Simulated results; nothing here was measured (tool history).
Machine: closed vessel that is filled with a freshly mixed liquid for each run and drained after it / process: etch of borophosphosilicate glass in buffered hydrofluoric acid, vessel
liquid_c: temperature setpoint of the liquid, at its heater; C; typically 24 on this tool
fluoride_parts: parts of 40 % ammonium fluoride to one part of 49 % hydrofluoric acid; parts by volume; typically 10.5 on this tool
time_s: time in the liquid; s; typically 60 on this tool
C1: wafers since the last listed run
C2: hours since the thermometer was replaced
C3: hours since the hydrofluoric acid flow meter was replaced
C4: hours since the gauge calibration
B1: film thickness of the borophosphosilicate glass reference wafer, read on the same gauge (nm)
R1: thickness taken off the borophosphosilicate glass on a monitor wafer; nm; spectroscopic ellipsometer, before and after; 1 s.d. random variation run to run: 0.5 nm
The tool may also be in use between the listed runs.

run 1 hour=0 | liquid_c=24 fluoride_parts=10.5 time_s=60 | C1=0 C2=1286.5 C3=565 C4=93.9 | B1=49.99 | R1=97.76
run 2 hour=9.2 | liquid_c=24 fluoride_parts=10.5 time_s=60 | C1=1201 C2=1295.7 C3=574.2 C4=103.1 | B1=49.99 | R1=96.82
run 3 hour=23.7 | liquid_c=24 fluoride_parts=10.5 time_s=60 | C1=1892 C2=1310.2 C3=588.7 C4=117.6 | B1=50 | R1=96.99
run 4 hour=39.5 | liquid_c=24 fluoride_parts=10.5 time_s=60 | C1=2062 C2=1326 C3=604.5 C4=133.4 | B1=50.02 | R1=96.45
run 5 hour=56.6 | liquid_c=28 fluoride_parts=10.5 time_s=75 | C1=2232 C2=1343.1 C3=621.6 C4=150.5 | B1=49.99 | R1=149.81
run 6 hour=72 | liquid_c=28 fluoride_parts=10.5 time_s=75 | C1=2010 C2=1358.5 C3=637 C4=165.9 | B1=49.93 | R1=149.13
run 7 hour=88.7 | liquid_c=28 fluoride_parts=10.5 time_s=75 | C1=2180 C2=1375.2 C3=653.7 C4=182.6 | B1=50.03 | R1=148.27
run 8 hour=97.5 | liquid_c=24 fluoride_parts=10.5 time_s=45 | C1=1148 C2=1384 C3=662.5 C4=191.4 | B1=49.96 | R1=71.71
run 9 hour=106.3 | liquid_c=24 fluoride_parts=10.5 time_s=45 | C1=1148 C2=1392.8 C3=671.3 C4=200.2 | B1=50.01 | R1=71.93
-- hour=110.4 gauge calibrated
run 10 hour=113.6 | liquid_c=24 fluoride_parts=10.5 time_s=45 | C1=952 C2=1400.1 C3=678.6 C4=3.2 | B1=49.99 | R1=71.59
run 11 hour=121.5 | liquid_c=22 fluoride_parts=10.5 time_s=60 | C1=1031 C2=1408 C3=686.5 C4=11.1 | B1=50 | R1=84.9
run 12 hour=133.8 | liquid_c=22 fluoride_parts=10.5 time_s=60 | C1=1605 C2=1420.3 C3=698.8 C4=23.4 | B1=49.99 | R1=85.22
run 13 hour=142.2 | liquid_c=22 fluoride_parts=10.5 time_s=60 | C1=1096 C2=1428.7 C3=707.2 C4=31.8 | B1=49.96 | R1=86.04
run 14 hour=162.6 | liquid_c=20.5 fluoride_parts=10.5 time_s=60 | C1=2663 C2=1449.1 C3=727.6 C4=52.2 | B1=50 | R1=78.13
run 15 hour=171.3 | liquid_c=28.5 fluoride_parts=10.5 time_s=75 | C1=1135 C2=1457.8 C3=736.3 C4=60.9 | B1=49.98 | R1=149.73
run 16 hour=182.1 | liquid_c=22 fluoride_parts=8.5 time_s=60 | C1=1409 C2=1468.6 C3=747.1 C4=71.7 | B1=50.02 | R1=103.04
run 17 hour=194.6 | liquid_c=22 fluoride_parts=12 time_s=45 | C1=1631 C2=1481.1 C3=759.6 C4=84.2 | B1=49.94 | R1=55.36
run 18 hour=208.8 | liquid_c=29 fluoride_parts=12.5 time_s=70 | C1=1853 C2=1495.3 C3=773.8 C4=98.4 | B1=50.01 | R1=120.36
-- hour=211.5 hydrofluoric acid flow meter replaced
run 19 hour=215.7 | liquid_c=24 fluoride_parts=10.5 time_s=60 | C1=770 C2=1502.2 C3=4.2 C4=105.3 | B1=50.03 | R1=106.53
-- hour=220.5 thermometer replaced
run 20 hour=262.8 | liquid_c=25.5 fluoride_parts=10.5 time_s=60 | C1=6018 C2=42.3 C3=51.3 C4=152.4 | B1=49.94 | R1=114.27
run 21 hour=274.3 | liquid_c=24 fluoride_parts=10.5 time_s=60 | C1=1501 C2=53.8 C3=62.8 C4=163.9 | B1=50.02 | R1=105.22
run 22 hour=291 | liquid_c=24 fluoride_parts=10.5 time_s=45 | C1=2180 C2=70.5 C3=79.5 C4=180.6 | B1=49.95 | R1=79.06
run 23 hour=297.2 | liquid_c=24 fluoride_parts=14 time_s=50 | C1=809 C2=76.7 C3=85.7 C4=186.8 | B1=50.02 | R1=66.26
run 24 hour=309.3 | liquid_c=29 fluoride_parts=8.5 time_s=90 | C1=1579 C2=88.8 C3=97.8 C4=198.9 | B1=49.94 | R1=245.29
-- hour=311.1 gauge calibrated
run 25 hour=324.7 | liquid_c=27 fluoride_parts=11.5 time_s=75 | C1=2010 C2=104.2 C3=113.2 C4=13.6 | B1=49.98 | R1=139.76
run 26 hour=334.5 | liquid_c=21.5 fluoride_parts=14 time_s=60 | C1=1279 C2=114 C3=123 C4=23.4 | B1=50 | R1=68.64
run 27 hour=341.9 | liquid_c=27 fluoride_parts=10.5 time_s=85 | C1=966 C2=121.4 C3=130.4 C4=30.8 | B1=50 | R1=172.42
run 28 hour=356.2 | liquid_c=22 fluoride_parts=10.5 time_s=60 | C1=1866 C2=135.7 C3=144.7 C4=45.1 | B1=50.02 | R1=93.63

Each row is a separate what-if for the run after 28, all from the same tool condition, not one after another. Results?
run A hour=356.9 | liquid_c=26 fluoride_parts=10.5 time_s=60 | C1=91 C2=136.4 C3=145.4 C4=45.8 | B1=? | R1=?
run B hour=356.9 | liquid_c=24 fluoride_parts=10.5 time_s=50 | C1=91 C2=136.4 C3=145.4 C4=45.8 | B1=? | R1=?
run C hour=356.9 | liquid_c=20 fluoride_parts=6.5 time_s=90 | C1=91 C2=136.4 C3=145.4 C4=45.8 | B1=? | R1=?

run=A B1=49.98 R1=116.11
run=B B1=49.98 R1=86.92
run=C B1=49.98 R1=199.2
With no hidden state in the tool, these same runs would have given:
run=A R1=120.09
run=B R1=89.9
run=C R1=205.36
